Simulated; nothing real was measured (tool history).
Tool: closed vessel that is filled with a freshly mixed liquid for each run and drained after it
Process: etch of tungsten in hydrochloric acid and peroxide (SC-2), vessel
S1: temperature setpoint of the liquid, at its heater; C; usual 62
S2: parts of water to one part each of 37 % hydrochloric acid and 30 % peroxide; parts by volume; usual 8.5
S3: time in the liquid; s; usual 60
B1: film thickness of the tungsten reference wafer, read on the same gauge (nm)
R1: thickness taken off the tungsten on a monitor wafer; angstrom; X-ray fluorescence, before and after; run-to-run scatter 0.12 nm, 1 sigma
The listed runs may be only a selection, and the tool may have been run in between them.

| run | hour | S1 | S2 | S3 | B1 | R1 |
|---|---|---|---|---|---|---|
| 1 | 0 | 58 | 8.5 | 35 | 120.03 | 112.8 |
| 2 | 11.6 | 58 | 8.5 | 35 | 119.99 | 111.6 |
| 3 | 25.4 | 58 | 8.5 | 35 | 120.02 | 112 |
| 4 | 39.8 | 62 | 8.5 | 60 | 120 | 245.8 |
| 5 | 56.2 | 62 | 8.5 | 60 | 120.01 | 247.6 |
| 6 | 70.1 | 62 | 8.5 | 60 | 119.96 | 246.1 |
| 7 | 81.6 | 52 | 8.5 | 70 | 120 | 151.2 |
| 8 | 90.5 | 62 | 8.5 | 60 | 120.02 | 244.9 |
| 9 | 102.6 | 62 | 8.5 | 30 | 120.01 | 122.3 |
| 10 | 114.4 | 68.5 | 5 | 60 | 120 | 549.1 |
| 11 | 131.3 | 62 | 7.5 | 60 | 119.97 | 267.3 |
| 12 | 138.3 | 65.5 | 8.5 | 85 | 120.04 | 424.8 |
| 13 | 183.2 | 65.5 | 6 | 60 | 120 | 394.4 |
|  | 191.3 | gauge calibrated |
| 14 | 197.7 | 62 | 10.5 | 85 | 120 | 285 |
| 15 | 206.4 | 57 | 5 | 40 | 119.94 | 177.1 |
|  | 212.5 | chemicals flow meter replaced |
| 16 | 218.5 | 62 | 4.5 | 60 | 119.97 | 413.7 |
|  | 219.9 | new drum of peroxide connected |
| 17 | 228.8 | 59.5 | 10.5 | 45 | 120.04 | 143.9 |
| 18 | 277.6 | 70 | 8.5 | 60 | 120.03 | 429.6 |
| 19 | 290.7 | 62 | 11 | 60 | 119.99 | 214 |
| 20 | 297.5 | 62 | 8.5 | 60 | 120 | 262.8 |
| 21 | 308.7 | 53.5 | 8.5 | 30 | 119.99 | 77 |
| 22 | 317.1 | 62 | 8.5 | 60 | 119.98 | 262.5 |
| 23 | 332.7 | 59 | 11.5 | 90 | 119.99 | 253.9 |
| 24 | 348.2 | 62 | 12.5 | 35 | 119.98 | 110.5 |
| 25 | 365.3 | 62 | 8.5 | 60 | 119.97 | 261 |
| 26 | 376.4 | 68 | 7.5 | 60 | 119.99 | 414 |
| 27 | 391 | 62 | 8.5 | 60 | 119.97 | 258.9 |
| 28 | 397 | 55 | 10.5 | 90 | 120.05 | 210.1 |
| 29 | 412.6 | 67.5 | 8.5 | 70 | 120.04 | 426.2 |

Predict each of these 5 candidate next runs independently; none follows another, all start after run 29:
| A | 413.3 | 62 | 8.5 | 60 | ? | ? |
| B | 413.3 | 62 | 7 | 80 | ? | ? |
| C | 413.3 | 59 | 8.5 | 40 | ? | ? |
| D | 413.3 | 54.5 | 8.5 | 60 | ? | ? |
| E | 413.3 | 71.5 | 8.5 | 70 | ? | ? |

| run | B1 | R1 |
|---|---|---|
| A | 120 | 259.6 |
| B | 120 | 404.4 |
| C | 120 | 143.5 |
| D | 120 | 161.4 |
| E | 120 | 537 |
Without the tool's hidden state the same runs would have given:
| run | R1 |
|---|---|
| A | 273.6 |
| B | 425.5 |
| C | 151.2 |
| D | 170 |
| E | 565.9 |
